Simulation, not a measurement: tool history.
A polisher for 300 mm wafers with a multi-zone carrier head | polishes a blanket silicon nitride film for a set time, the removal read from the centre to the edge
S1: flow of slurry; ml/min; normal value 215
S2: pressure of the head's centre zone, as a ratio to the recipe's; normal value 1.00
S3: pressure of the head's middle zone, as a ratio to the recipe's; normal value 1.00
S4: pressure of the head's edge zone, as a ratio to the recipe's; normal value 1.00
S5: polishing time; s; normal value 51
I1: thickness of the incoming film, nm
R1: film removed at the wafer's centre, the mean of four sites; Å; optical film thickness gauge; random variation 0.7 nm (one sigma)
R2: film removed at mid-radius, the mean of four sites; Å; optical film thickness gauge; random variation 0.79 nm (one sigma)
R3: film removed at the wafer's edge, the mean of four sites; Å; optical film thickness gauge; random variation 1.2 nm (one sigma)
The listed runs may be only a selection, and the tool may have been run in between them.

run 1 hour=0.0 | S1=215 S2=1.00 S3=1.00 S4=1.00 S5=51 | I1=577.3 | R1=1046 R2=992 R3=978
run 2 hour=49.5 | S1=215 S2=1.00 S3=1.00 S4=1.00 S5=51 | I1=571.0 | R1=1052 R2=1010 R3=979
run 3 hour=86.9 | S1=215 S2=1.00 S3=1.00 S4=1.00 S5=40 | I1=571.0 | R1=823 R2=781 R3=774
run 4 hour=122.0 | S1=215 S2=1.00 S3=1.00 S4=1.00 S5=40 | I1=581.4 | R1=820 R2=790 R3=788
-- hour=126.8 worn pad replaced by a new one
run 5 hour=210.9 | S1=215 S2=1.00 S3=1.00 S4=1.00 S5=40 | I1=571.3 | R1=821 R2=796 R3=765
run 6 hour=237.9 | S1=215 S2=1.00 S3=1.08 S4=1.00 S5=51 | I1=578.2 | R1=1050 R2=1060 R3=984
-- hour=271.2 slurry nozzle cleaned
-- hour=309.9 worn pad replaced by a new one
run 7 hour=335.9 | S1=215 S2=1.00 S3=1.08 S4=1.00 S5=51 | I1=578.3 | R1=1057 R2=1073 R3=991
run 8 hour=394.6 | S1=215 S2=1.00 S3=1.08 S4=1.00 S5=51 | I1=568.1 | R1=1067 R2=1075 R3=975
run 9 hour=420.6 | S1=215 S2=1.00 S3=1.00 S4=0.94 S5=51 | I1=576.1 | R1=1064 R2=992 R3=960
-- hour=440.1 centre zone pressure recalibrated
run 10 hour=455.1 | S1=215 S2=1.00 S3=1.00 S4=0.94 S5=51 | I1=580.6 | R1=1090 R2=1015 R3=971
-- hour=502.7 worn pad replaced by a new one
run 11 hour=510.4 | S1=215 S2=1.00 S3=1.00 S4=1.00 S5=51 | I1=585.3 | R1=1111 R2=992 R3=987
run 12 hour=566.3 | S1=285 S2=1.00 S3=1.00 S4=1.00 S5=58 | I1=579.9 | R1=1304 R2=1179 R3=1152
-- hour=610.9 edge zone pressure recalibrated
-- hour=614.1 centre zone pressure recalibrated, repeated, since the last time left the tool worse
-- hour=617.1 carrier head's membrane replaced by a new one
run 13 hour=626.5 | S1=215 S2=1.00 S3=1.00 S4=1.00 S5=42 | I1=583.9 | R1=824 R2=832 R3=808
run 14 hour=657.9 | S1=215 S2=1.00 S3=1.00 S4=1.00 S5=46 | I1=589.8 | R1=898 R2=908 R3=877
-- hour=696.9 worn pad replaced by a new one
run 15 hour=711.5 | S1=215 S2=1.00 S3=1.00 S4=1.00 S5=35 | I1=573.4 | R1=699 R2=692 R3=663
-- hour=716.5 slurry nozzle cleaned
run 16 hour=747.5 | S1=275 S2=1.00 S3=1.00 S4=1.00 S5=51 | I1=579.3 | R1=1045 R2=1034 R3=1029
run 17 hour=812.4 | S1=215 S2=1.00 S3=1.00 S4=1.00 S5=51 | I1=589.6 | R1=1004 R2=993 R3=998
run 18 hour=867.6 | S1=285 S2=1.00 S3=1.00 S4=1.00 S5=58 | I1=575.7 | R1=1190 R2=1181 R3=1157
-- hour=885.8 worn pad replaced by a new one
run 19 hour=932.2 | S1=190 S2=1.00 S3=1.00 S4=0.91 S5=51 | I1=578.0 | R1=997 R2=985 R3=948
run 20 hour=977.5 | S1=215 S2=1.00 S3=1.00 S4=1.00 S5=33 | I1=575.5 | R1=658 R2=651 R3=652

Measured result minus the same run's result without the hidden state. Both carry the same run-to-run variation, though not necessarily the same gauge scatter:
Hidden state at play: removal rate lost through wear of the pad, %; slurry flow missing at the pad, %; deviation of the centre zone's pressure from its setpoint, %; deviation of the edge zone's pressure from its setpoint, %.
run=1 R1=+45
run=2 R1=+49
run=3 R1=+40
run=4 R1=+41
run=5 R1=+45
run=6 R1=+59
run=7 R1=+66
run=8 R1=+69
run=9 R1=+70
run=10 R1=+104
run=11 R1=+109
run=12 R1=+131
run=13 R1=+2
run=14 R1=+3
run=15 R1=+5
run=16 R1=+10
run=17 R1=+13
run=18 R1=+19
run=19 R1=+20
run=20 R1=+15
R2: differs from the measured result by no more than 1 Å in any run.
R3: the difference is 0 for every run.
